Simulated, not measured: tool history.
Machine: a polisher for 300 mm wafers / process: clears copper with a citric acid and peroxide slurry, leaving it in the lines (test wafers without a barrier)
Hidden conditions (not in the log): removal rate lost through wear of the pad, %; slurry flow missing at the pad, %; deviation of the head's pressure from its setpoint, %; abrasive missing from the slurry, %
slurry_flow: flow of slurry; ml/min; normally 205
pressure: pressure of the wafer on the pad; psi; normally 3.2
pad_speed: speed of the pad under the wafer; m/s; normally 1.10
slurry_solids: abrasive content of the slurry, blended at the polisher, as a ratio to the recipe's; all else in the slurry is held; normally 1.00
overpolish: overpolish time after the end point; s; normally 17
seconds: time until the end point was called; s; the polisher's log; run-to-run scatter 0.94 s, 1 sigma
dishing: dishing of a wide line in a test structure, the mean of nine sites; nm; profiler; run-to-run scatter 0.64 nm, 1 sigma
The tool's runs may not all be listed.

run    hour  slurry_flow  pressure  pad_speed  slurry_solids  overpolish  wafers since the last listed run  wafers polished on this pad  hours since the slurry nozzle was cleaned  hours since the head pressure was calibrated  hours since the slurry blender was calibrated  incoming thickness of the incoming film, nm  seconds  dishing
  1     0.0          255       3.2       1.10           1.00          17                                 0                         2155                                      261.0                                         794.7                                          123.5                                        295.0    116.2     33.0
       21.7  -- head pressure recalibrated
  2   100.4          205       3.2       1.10           1.00          17                               521                         2677                                      361.4                                          78.7                                          223.9                                        295.6    118.3     31.5
  3   327.0          205       3.7       1.10           1.00          17                              1201                         3878                                      588.0                                         305.3                                          450.5                                        293.4    101.7     36.5
      484.8  -- worn pad replaced by a new one
      517.5  -- slurry nozzle cleaned
  4   581.0          205       3.7       1.10           1.00          17                              1320                          504                                       63.5                                         559.3                                          704.5                                        297.0    101.2     36.1
      601.4  -- slurry blender recalibrated
  5   683.6          205       3.2       1.10           1.00          17                               533                         1038                                      166.1                                         661.9                                           82.2                                        299.3    118.9     31.5
  6   765.2          205       3.2       1.32           1.00          17                               432                         1470                                      247.7                                         743.5                                          163.8                                        299.0     99.3     37.0
      800.2  -- head pressure recalibrated
  7   807.7          205       3.2       1.32           1.00          17                               214                         1685                                      290.2                                           7.5                                          206.3                                        291.6     96.6     36.2
  8   859.5          260       2.7       0.98           1.00          17                               274                         1960                                      342.0                                          59.3                                          258.1                                        295.1    152.1     25.6
  9   904.4          180       3.2       1.10           1.00          17                               238                         2198                                      386.9                                         104.2                                          303.0                                        301.1    121.4     30.3
 10  1002.1          205       3.2       1.32           1.00          17                               518                         2716                                      484.6                                         201.9                                          400.7                                        294.9     96.2     37.0
 11  1108.9          205       2.1       1.26           0.80          14                               566                         3282                                      591.4                                         308.7                                          507.5                                        291.7    164.3     18.7
 12  1159.2          250       4.1       1.10           0.80          17                               266                         3549                                      641.7                                         359.0                                          557.8                                        291.4     95.1     37.3
 13  1265.3          260       2.7       0.98           1.00          17                               562                         4112                                      747.8                                         465.1                                          663.9                                        294.4    152.7     25.2
     1281.1  -- slurry nozzle cleaned
 14  1305.2          225       3.2       1.10           1.00          13                               206                         4318                                       24.1                                         505.0                                          703.8                                        300.9    117.7     25.1
     1346.7  -- worn pad replaced by a new one
 15  1349.6          225       3.2       0.72           0.75          25                               214                           15                                       68.5                                         549.4                                          748.2                                        301.4    195.4     28.2
     1357.7  -- slurry blender recalibrated
 16  1407.1          245       3.7       1.10           0.80          10                               294                          309                                      126.0                                         606.9                                           49.4                                        295.9    107.6     20.8
 17  1470.9          205       3.2       1.30           1.10          17                               338                          647                                      189.8                                         670.7                                          113.2                                        295.7     97.2     39.2
     1564.4  -- head pressure recalibrated
 18  1738.4          205       3.2       1.36           0.75          17                              1407                         2055                                      457.3                                         174.0                                          380.7                                        299.0    105.0     34.6
 19  1836.2          205       3.2       1.10           1.15          26                               518                         2574                                      555.1                                         271.8                                          478.5                                        290.8    110.8     47.1
 20  1877.8          135       3.2       0.78           1.00          24                               220                         2794                                      596.7                                         313.4                                          520.1                                        293.0    171.3     31.0
 21  1983.1          205       3.2       1.10           1.20          17                               558                         3353                                      702.0                                         418.7                                          625.4                                        301.3    113.2     34.4
     2073.3  -- slurry nozzle cleaned
     2191.2  -- worn pad replaced by a new one
 22  2194.4          270       3.2       1.22           1.00          23                              1093                           17                                      121.1                                         630.0                                          836.7                                        296.8    103.5     45.7
     2217.2  -- slurry blender recalibrated
     2324.4  -- head pressure recalibrated
 23  2472.7          205       3.2       1.10           1.00          17                              1454                         1471                                      399.4                                         148.3                                          255.5                                        293.1    117.6     33.1
 24  2520.0          230       3.7       1.10           1.00          17                               250                         1722                                      446.7                                         195.6                                          302.8                                        294.6    100.7     36.3
 25  2569.9          205       3.2       1.10           1.00          17                               264                         1987                                      496.6                                         245.5                                          352.7                                        292.2    115.6     32.1
 26  2636.6          205       3.8       1.32           1.00          17                               353                         2340                                      563.3                                         312.2                                          419.4                                        296.3     83.3     43.6
 27  2734.3          205       3.2       1.10           1.00          17                               518                         2858                                      661.0                                         409.9                                          517.1                                        299.2    118.7     33.1
 28  2812.6          205       3.2       1.10           1.00           8                               415                         3274                                      739.3                                         488.2                                          595.4                                        290.7    116.0     16.1

Branching from run 28: 4 alternative next runs. What would each branch give?
  A  2813.1          205       3.2       1.10           1.00          17                                 2                         3276                                      739.8                                         488.7                                          595.9                                        294.6        ?        ?
  B  2813.1          205       3.2       1.10           0.80          25                                 2                         3276                                      739.8                                         488.7                                          595.9                                        294.6        ?        ?
  C  2813.1          155       3.2       0.82           1.00          17                                 2                         3276                                      739.8                                         488.7                                          595.9                                        294.6        ?        ?
  D  2813.1          205       3.2       1.48           1.00          17                                 2                         3276                                      739.8                                         488.7                                          595.9                                        294.6        ?        ?

run  seconds  dishing
  A    115.4     32.0
  B    123.7     42.2
  C    159.2     23.9
  D     86.2     41.2
With no hidden state in the tool, these same runs would have given:
run  seconds  dishing
  A    115.4     32.0
  B    123.7     42.2
  C    159.2     23.9
  D     86.2     41.2
